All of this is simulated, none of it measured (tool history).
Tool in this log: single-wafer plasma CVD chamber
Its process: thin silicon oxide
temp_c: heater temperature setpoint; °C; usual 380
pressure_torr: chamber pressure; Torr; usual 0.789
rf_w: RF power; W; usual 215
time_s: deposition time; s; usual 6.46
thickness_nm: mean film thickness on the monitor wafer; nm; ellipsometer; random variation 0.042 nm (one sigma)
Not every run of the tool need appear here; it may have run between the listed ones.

run	hour	temp_c	pressure_torr	rf_w	time_s	read-back reference wafer on the same gauge, thickness_nm	thickness_nm
1	0	380	0.789	240	7.16	11.911	11.636
2	53.2	380	0.789	240	7.16	11.905	11.555
3	118.2	380	0.789	235	6.46	11.919	10.322
4	193	380	0.789	235	6.46	11.902	10.306
5	252.5	380	0.789	215	6.46	11.906	9.604
6	288.6	380	0.789	215	6.46	11.905	9.567
7	360.1	380	0.789	215	6.46	11.893	9.635
8	457.6	380	0.789	215	6.46	11.909	9.528
# hour 520.5: gauge calibrated
9	541.1	380	0.909	200	6.46	11.901	10.21
10	608	370	0.851	190	5.28	11.9	7.616
11	662.6	380	0.609	235	7.24	11.91	8.591
# hour 765.5: RF generator calibrated
12	766	380	0.715	180	5.31	11.899	6.521
# hour 783.8: thermocouple changed; heater temperature recalibrated
13	865.1	369	0.714	180	7.3	11.893	8.988
# hour 927.7: capacitance manometer re-zeroed and calibrated
14	928.2	380	0.789	215	6.46	11.902	10.107
15	977.4	380	0.655	200	5.75	11.9	6.923
# hour 989.7: showerhead replaced
16	1015.2	380	0.684	215	6.46	11.893	8.651
17	1200.3	380	0.789	240	7.16	11.898	11.969
18	1258.6	380	0.97	175	6.46	11.911	10.111

What if the next run were any one of these 5? Each begins from the tool's condition after run 18:
A	1259	380	0.789	215	6.46	?	?
B	1259	391	0.864	215	7.15	?	?
C	1259	380	0.905	180	7.62	?	?
D	1259	380	0.928	175	6.46	?	?
E	1259	374	0.873	215	7.08	?	?

run	read-back reference wafer on the same gauge, thickness_nm	thickness_nm
A	11.886	9.968
B	11.886	11.9
C	11.886	11.543
D	11.886	9.756
E	11.886	12.02
With the hidden condition removed and each run's random variation left untouched, the same runs would have given:
run	thickness_nm
A	10.15
B	12.117
C	11.779
D	9.955
E	12.24
